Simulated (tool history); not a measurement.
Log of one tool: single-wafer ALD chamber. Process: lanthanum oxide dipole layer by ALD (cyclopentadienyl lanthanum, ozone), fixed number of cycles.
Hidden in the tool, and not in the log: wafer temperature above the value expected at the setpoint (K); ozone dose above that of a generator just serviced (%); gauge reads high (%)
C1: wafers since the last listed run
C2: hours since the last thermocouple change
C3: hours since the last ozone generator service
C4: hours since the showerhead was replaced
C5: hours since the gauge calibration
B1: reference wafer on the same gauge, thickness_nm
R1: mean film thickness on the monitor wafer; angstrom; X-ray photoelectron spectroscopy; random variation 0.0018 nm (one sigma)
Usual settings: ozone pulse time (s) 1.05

{"run": 1, "hour": 0.0, "ozone pulse time (s)": 1.22, "C1": 0, "C2": 2351.7, "C3": 615.7, "C4": 2542.6, "C5": 332.2, "B1": 0.462, "R1": 5.14}
{"run": 2, "hour": 86.6, "ozone pulse time (s)": 1.22, "C1": 1854, "C2": 2438.3, "C3": 702.3, "C4": 2629.2, "C5": 418.8, "B1": 0.46, "R1": 5.08}
{"hour": 125.8, "done": "ozone generator serviced"}
{"run": 3, "hour": 138.9, "ozone pulse time (s)": 1.05, "C1": 948, "C2": 2490.6, "C3": 13.1, "C4": 2681.5, "C5": 471.1, "B1": 0.459, "R1": 4.91}
{"run": 4, "hour": 208.8, "ozone pulse time (s)": 1.05, "C1": 1497, "C2": 2560.5, "C3": 83, "C4": 2751.4, "C5": 541, "B1": 0.459, "R1": 4.93}
{"run": 5, "hour": 277.2, "ozone pulse time (s)": 1.05, "C1": 1464, "C2": 2628.9, "C3": 151.4, "C4": 2819.8, "C5": 609.4, "B1": 0.458, "R1": 4.92}
{"run": 6, "hour": 323.9, "ozone pulse time (s)": 1.35, "C1": 1000, "C2": 2675.6, "C3": 198.1, "C4": 2866.5, "C5": 656.1, "B1": 0.457, "R1": 5.15}
{"run": 7, "hour": 404.4, "ozone pulse time (s)": 1.05, "C1": 1724, "C2": 2756.1, "C3": 278.6, "C4": 2947, "C5": 736.6, "B1": 0.456, "R1": 4.9}
{"run": 8, "hour": 495.1, "ozone pulse time (s)": 1.05, "C1": 1942, "C2": 2846.8, "C3": 369.3, "C4": 3037.7, "C5": 827.3, "B1": 0.455, "R1": 4.89}
{"hour": 552.4, "done": "showerhead replaced"}
{"run": 9, "hour": 587.2, "ozone pulse time (s)": 0.76, "C1": 1801, "C2": 2938.9, "C3": 461.4, "C4": 34.8, "C5": 919.4, "B1": 0.454, "R1": 4.47}
{"hour": 597.4, "done": "thermocouple changed; heater temperature recalibrated"}
{"run": 10, "hour": 691.9, "ozone pulse time (s)": 1.05, "C1": 2071, "C2": 94.5, "C3": 566.1, "C4": 139.5, "C5": 1024.1, "B1": 0.453, "R1": 4.86}
{"run": 11, "hour": 734.1, "ozone pulse time (s)": 1.32, "C1": 903, "C2": 136.7, "C3": 608.3, "C4": 181.7, "C5": 1066.3, "B1": 0.452, "R1": 5.07}
{"hour": 811.4, "done": "gauge calibrated"}
{"run": 12, "hour": 834.0, "ozone pulse time (s)": 1.05, "C1": 2139, "C2": 236.6, "C3": 708.2, "C4": 281.6, "C5": 22.6, "B1": 0.467, "R1": 5}
{"run": 13, "hour": 967.8, "ozone pulse time (s)": 1.2, "C1": 2865, "C2": 370.4, "C3": 842, "C4": 415.4, "C5": 156.4, "B1": 0.465, "R1": 5.17}
{"hour": 1012.5, "done": "ozone generator serviced"}
{"run": 14, "hour": 1048.6, "ozone pulse time (s)": 0.7, "C1": 1559, "C2": 451.2, "C3": 36.1, "C4": 496.2, "C5": 237.2, "B1": 0.464, "R1": 4.5}
{"run": 15, "hour": 1091.9, "ozone pulse time (s)": 0.82, "C1": 927, "C2": 494.5, "C3": 79.4, "C4": 539.5, "C5": 280.5, "B1": 0.463, "R1": 4.67}
{"run": 16, "hour": 1156.5, "ozone pulse time (s)": 0.73, "C1": 1383, "C2": 559.1, "C3": 144, "C4": 604.1, "C5": 345.1, "B1": 0.462, "R1": 4.52}
{"run": 17, "hour": 1203.8, "ozone pulse time (s)": 1.21, "C1": 1013, "C2": 606.4, "C3": 191.3, "C4": 651.4, "C5": 392.4, "B1": 0.462, "R1": 5.14}
{"run": 18, "hour": 1304.7, "ozone pulse time (s)": 1.19, "C1": 2161, "C2": 707.3, "C3": 292.2, "C4": 752.3, "C5": 493.3, "B1": 0.46, "R1": 5.12}
{"run": 19, "hour": 1406.8, "ozone pulse time (s)": 1.43, "C1": 2186, "C2": 809.4, "C3": 394.3, "C4": 854.4, "C5": 595.4, "B1": 0.459, "R1": 5.25}
{"run": 20, "hour": 1493.3, "ozone pulse time (s)": 1.16, "C1": 1852, "C2": 895.9, "C3": 480.8, "C4": 940.9, "C5": 681.9, "B1": 0.458, "R1": 5.02}
{"run": 21, "hour": 1593.0, "ozone pulse time (s)": 1.05, "C1": 2135, "C2": 995.6, "C3": 580.5, "C4": 1040.6, "C5": 781.6, "B1": 0.458, "R1": 4.92}
{"run": 22, "hour": 1693.9, "ozone pulse time (s)": 1.36, "C1": 2161, "C2": 1096.5, "C3": 681.4, "C4": 1141.5, "C5": 882.5, "B1": 0.456, "R1": 5.19}
{"run": 23, "hour": 1778.7, "ozone pulse time (s)": 1.28, "C1": 1816, "C2": 1181.3, "C3": 766.2, "C4": 1226.3, "C5": 967.3, "B1": 0.455, "R1": 5.08}

Forecast each of these 5 alternatives for the next run:
{"run": "A", "hour": 1779.1, "ozone pulse time (s)": 1.05, "C1": 8, "C2": 1181.7, "C3": 766.6, "C4": 1226.7, "C5": 967.7, "B1": "?", "R1": "?"}
{"run": "B", "hour": 1779.1, "ozone pulse time (s)": 1.18, "C1": 8, "C2": 1181.7, "C3": 766.6, "C4": 1226.7, "C5": 967.7, "B1": "?", "R1": "?"}
{"run": "C", "hour": 1779.1, "ozone pulse time (s)": 0.87, "C1": 8, "C2": 1181.7, "C3": 766.6, "C4": 1226.7, "C5": 967.7, "B1": "?", "R1": "?"}
{"run": "D", "hour": 1779.1, "ozone pulse time (s)": 1.47, "C1": 8, "C2": 1181.7, "C3": 766.6, "C4": 1226.7, "C5": 967.7, "B1": "?", "R1": "?"}
{"run": "E", "hour": 1779.1, "ozone pulse time (s)": 1.44, "C1": 8, "C2": 1181.7, "C3": 766.6, "C4": 1226.7, "C5": 967.7, "B1": "?", "R1": "?"}

run=A B1=0.454 R1=4.89
run=B B1=0.454 R1=5.01
run=C B1=0.454 R1=4.66
run=D B1=0.454 R1=5.22
run=E B1=0.454 R1=5.2
Without the tool's hidden state the same runs would have given:
run=A R1=5
run=B R1=5.13
run=C R1=4.77
run=D R1=5.34
run=E R1=5.32
